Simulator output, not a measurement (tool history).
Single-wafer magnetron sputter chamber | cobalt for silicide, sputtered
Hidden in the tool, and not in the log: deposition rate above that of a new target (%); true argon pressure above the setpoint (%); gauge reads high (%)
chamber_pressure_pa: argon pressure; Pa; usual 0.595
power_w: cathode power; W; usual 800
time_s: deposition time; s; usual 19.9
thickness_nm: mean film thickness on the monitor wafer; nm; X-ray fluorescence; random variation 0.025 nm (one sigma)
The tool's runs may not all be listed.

run	day	chamber_pressure_pa	power_w	time_s	wafers since the last listed run	wafers on the sputter target	hours since the last manometer calibration	hours since the magnet pack was replaced	hours since the gauge calibration	read-back reference wafer on the same gauge, thickness_nm	thickness_nm
1	0	0.595	800	19.9	0	2121	1537.5	3401.4	114.1	7.671	7.156
2	0.85	0.595	800	19.9	527	2648	1557.9	3421.8	134.5	7.691	7.16
3	1.462	0.595	800	19.9	380	3028	1572.6	3436.5	149.2	7.684	7.177
4	2.438	0.595	800	19.9	604	3633	1596	3459.9	172.6	7.694	7.162
5	3.092	0.595	800	19.9	405	4039	1611.7	3475.6	188.3	7.677	7.129
6	4.342	0.595	800	21.9	775	4814	1641.7	3505.6	218.3	7.667	7.912
# day 5.479: sputter target and shields replaced
7	5.546	0.595	800	21.9	540	42	1670.6	3534.5	247.2	7.686	7.914
8	6.104	0.417	800	19.9	346	388	1684	3547.9	260.6	7.668	7.462
# day 6.962: capacitance manometer re-zeroed and calibrated
9	6.983	0.595	750	19.9	338	727	0.5	3569	281.7	7.686	6.854
# day 7.033: gauge calibrated
10	7.521	0.49	800	18.9	333	1060	13.4	3581.9	11.7	7.695	6.976
11	8.417	0.381	900	19.9	555	1616	34.9	3603.4	33.2	7.678	8.187
12	9.471	0.478	850	22	654	2270	60.2	3628.7	58.5	7.678	8.489
# day 9.808: magnet pack replaced
13	11.688	0.595	800	22.6	1168	3439	113.4	45.1	111.7	7.696	8.108
14	12.867	0.595	800	19.9	731	4170	141.7	73.4	140	7.696	7.13
15	13.838	0.729	750	19.9	602	4773	165	96.7	163.3	7.675	6.626
16	14.512	0.513	800	19.9	418	5192	181.2	112.9	179.5	7.692	7.281
17	15.067	0.595	800	19.9	343	5535	194.5	126.2	192.8	7.681	7.161
# day 15.842: sputter target and shields replaced
18	15.862	0.47	700	15.9	286	13	213.6	145.3	211.9	7.68	5.374
19	16.704	0.595	800	18.6	522	535	233.8	165.5	232.1	7.699	6.701

4 ways to go on from here, each from the tool as it stands after run 19. What would each give?
A	16.721	0.595	800	19.9	10	546	234.2	165.9	232.5	?	?
B	16.721	0.679	900	22	10	546	234.2	165.9	232.5	?	?
C	16.721	0.453	850	23	10	546	234.2	165.9	232.5	?	?
D	16.721	0.595	650	17.7	10	546	234.2	165.9	232.5	?	?

run	read-back reference wafer on the same gauge, thickness_nm	thickness_nm
A	7.677	7.15
B	7.677	8.424
C	7.677	8.908
D	7.677	5.536
Without the tool's hidden state the same runs would have given:
run	thickness_nm
A	7.15
B	8.424
C	8.908
D	5.536

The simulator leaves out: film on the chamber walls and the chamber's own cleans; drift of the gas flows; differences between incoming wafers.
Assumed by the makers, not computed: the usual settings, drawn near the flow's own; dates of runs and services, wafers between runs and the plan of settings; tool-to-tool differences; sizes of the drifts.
